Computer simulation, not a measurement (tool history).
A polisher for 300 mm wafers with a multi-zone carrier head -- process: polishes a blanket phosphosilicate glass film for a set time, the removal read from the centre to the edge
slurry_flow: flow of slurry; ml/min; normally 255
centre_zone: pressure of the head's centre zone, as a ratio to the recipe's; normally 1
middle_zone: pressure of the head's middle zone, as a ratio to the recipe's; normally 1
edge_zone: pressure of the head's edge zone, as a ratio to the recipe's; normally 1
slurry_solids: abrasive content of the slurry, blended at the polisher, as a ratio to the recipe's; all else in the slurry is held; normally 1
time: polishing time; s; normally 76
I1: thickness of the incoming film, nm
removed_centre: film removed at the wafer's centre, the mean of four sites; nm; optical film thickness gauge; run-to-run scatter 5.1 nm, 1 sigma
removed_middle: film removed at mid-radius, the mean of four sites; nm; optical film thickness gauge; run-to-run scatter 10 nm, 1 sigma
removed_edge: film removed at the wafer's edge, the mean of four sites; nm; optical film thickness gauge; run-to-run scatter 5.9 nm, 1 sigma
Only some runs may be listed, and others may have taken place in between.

run 1 hour=0 | slurry_flow=255 centre_zone=1 middle_zone=0.96 edge_zone=1 slurry_solids=0.9 time=76 | I1=3623.8 | removed_centre=723.3 removed_middle=687.7 removed_edge=713.3
-- hour=11.2 slurry nozzle cleaned
-- hour=35.1 worn pad replaced by a new one
run 2 hour=35.6 | slurry_flow=255 centre_zone=1 middle_zone=1 edge_zone=1 slurry_solids=0.85 time=76 | I1=3639.4 | removed_centre=712.7 removed_middle=702.1 removed_edge=694.4
run 3 hour=47.3 | slurry_flow=255 centre_zone=1 middle_zone=1 edge_zone=1 slurry_solids=0.85 time=76 | I1=3632 | removed_centre=717.4 removed_middle=693.4 removed_edge=701.5
run 4 hour=75.3 | slurry_flow=255 centre_zone=1 middle_zone=1 edge_zone=1 slurry_solids=0.85 time=76 | I1=3590.7 | removed_centre=713.5 removed_middle=695.8 removed_edge=695.6
run 5 hour=100.5 | slurry_flow=255 centre_zone=1 middle_zone=1 edge_zone=1 slurry_solids=1 time=76 | I1=3618.2 | removed_centre=754.8 removed_middle=735.8 removed_edge=744
-- hour=115.6 worn pad replaced by a new one
run 6 hour=118.8 | slurry_flow=255 centre_zone=1 middle_zone=1 edge_zone=1 slurry_solids=1 time=76 | I1=3634.3 | removed_centre=746 removed_middle=740.7 removed_edge=730.7
run 7 hour=152.8 | slurry_flow=255 centre_zone=1 middle_zone=1 edge_zone=1 slurry_solids=1 time=76 | I1=3624.8 | removed_centre=747 removed_middle=749.8 removed_edge=738
-- hour=173.7 centre zone pressure recalibrated
run 8 hour=185.2 | slurry_flow=255 centre_zone=0.92 middle_zone=1 edge_zone=1 slurry_solids=1 time=54 | I1=3571.3 | removed_centre=487 removed_middle=519.4 removed_edge=527.2
-- hour=203.4 worn pad replaced by a new one
-- hour=207.2 edge zone pressure recalibrated
run 9 hour=210.4 | slurry_flow=255 centre_zone=1 middle_zone=1.09 edge_zone=1 slurry_solids=1.15 time=76 | I1=3675.3 | removed_centre=773.2 removed_middle=841 removed_edge=770.7
run 10 hour=223.3 | slurry_flow=255 centre_zone=1 middle_zone=1 edge_zone=1 slurry_solids=1 time=76 | I1=3618.2 | removed_centre=747.5 removed_middle=747.4 removed_edge=739.7
run 11 hour=253.2 | slurry_flow=255 centre_zone=0.95 middle_zone=1 edge_zone=1 slurry_solids=1 time=59 | I1=3555 | removed_centre=552.4 removed_middle=578 removed_edge=565.3
run 12 hour=274.1 | slurry_flow=255 centre_zone=1 middle_zone=1 edge_zone=1 slurry_solids=1 time=76 | I1=3589 | removed_centre=748.6 removed_middle=728.5 removed_edge=738.3
-- hour=283.5 worn pad replaced by a new one
-- hour=302.4 slurry nozzle cleaned
run 13 hour=308 | slurry_flow=255 centre_zone=1 middle_zone=1 edge_zone=0.96 slurry_solids=1 time=76 | I1=3561.4 | removed_centre=738.1 removed_middle=763.7 removed_edge=729.4
-- hour=332.3 carrier head's membrane replaced by a new one
-- hour=372.1 worn pad replaced by a new one
run 14 hour=403.3 | slurry_flow=340 centre_zone=1 middle_zone=0.97 edge_zone=1 slurry_solids=1 time=95 | I1=3622.1 | removed_centre=962.1 removed_middle=939.2 removed_edge=934.2
run 15 hour=419.7 | slurry_flow=335 centre_zone=1.11 middle_zone=1.08 edge_zone=1 slurry_solids=0.85 time=76 | I1=3569 | removed_centre=809.9 removed_middle=749 removed_edge=707.2

The tool's hidden state at each run:
removal rate lost through wear of the pad, %: 0 across all the runs
slurry flow missing at the pad, %: 0 across all the runs
deviation of the centre zone's pressure from its setpoint, %: 0 across all the runs
deviation of the edge zone's pressure from its setpoint, %: 0 across all the runs
